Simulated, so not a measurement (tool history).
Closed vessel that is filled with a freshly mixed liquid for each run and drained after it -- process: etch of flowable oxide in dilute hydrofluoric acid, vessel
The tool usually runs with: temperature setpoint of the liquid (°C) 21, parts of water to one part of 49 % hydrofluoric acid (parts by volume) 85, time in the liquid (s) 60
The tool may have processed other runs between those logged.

run	hour	temperature setpoint of the liquid (°C)	parts of water to one part of 49 % hydrofluoric acid (parts by volume)	time in the liquid (s)	read-back film thickness of the flowable oxide reference wafer, read on the same gauge (nm)	thickness taken off the flowable oxide on a monitor wafer (Å)
1	0	21	85	60	50.04	328
2	29.8	21	85	60	49.96	325.9
3	84.4	21	85	60	50	326.7
4	151.9	21	85	60	49.98	335.3
5	191.8	21	85	60	50	331.3
6	224.5	21	85	60	50.03	333.5
7	295.8	21	85	70	49.98	388.3
8	343.5	21	85	70	49.99	390.4
9	372.7	21	85	70	50	392.2
# hour 376.2: gauge calibrated
10	423.3	21	85	40	49.97	224.9
11	467.4	21	85	60	50.03	337.4
12	524.2	21	85	60	50	345.4
13	589.1	21	85	60	50.03	344.8
14	636	21	85	50	50	284.8
15	695.4	21	85	95	50.01	552.5
# hour 712.4: hydrofluoric acid flow meter replaced
16	737.2	25.5	95	90	50.02	547.3
17	795.2	21	85	60	50	349.8
# hour 809.5: thermometer replaced
18	848.9	17	55	60	50.03	445.6
19	883.8	21	85	60	50.02	327.1
20	930.5	21	65	60	49.99	443.8
21	959.2	19.5	110	60	50.03	232.2
22	986.4	19	85	90	49.99	454.2
# hour 1023.3: gauge calibrated
23	1043.5	25.5	120	30	49.98	133.5
24	1073.4	21	85	60	50.03	333
25	1132.5	24	85	60	49.99	378.3
26	1208.3	23	45	50	49.99	606.9
27	1267.6	18	85	60	49.98	301.9
28	1320.2	21	85	60	50.02	343.4

Forecast each of these 4 alternatives for the next run:
A	1320.9	21	85	60	?	?
B	1320.9	18	105	85	?	?
C	1320.9	21	105	60	?	?
D	1320.9	25.5	85	60	?	?

run	read-back film thickness of the flowable oxide reference wafer, read on the same gauge (nm)	thickness taken off the flowable oxide on a monitor wafer (Å)
A	49.99	340.9
B	49.99	337.9
C	49.99	269.5
D	49.99	407.8
The same runs, with their run-to-run variation unchanged, on a tool lacking any hidden condition would have given:
run	thickness taken off the flowable oxide on a monitor wafer (Å)
A	323.1
B	320.1
C	255.6
D	387.4
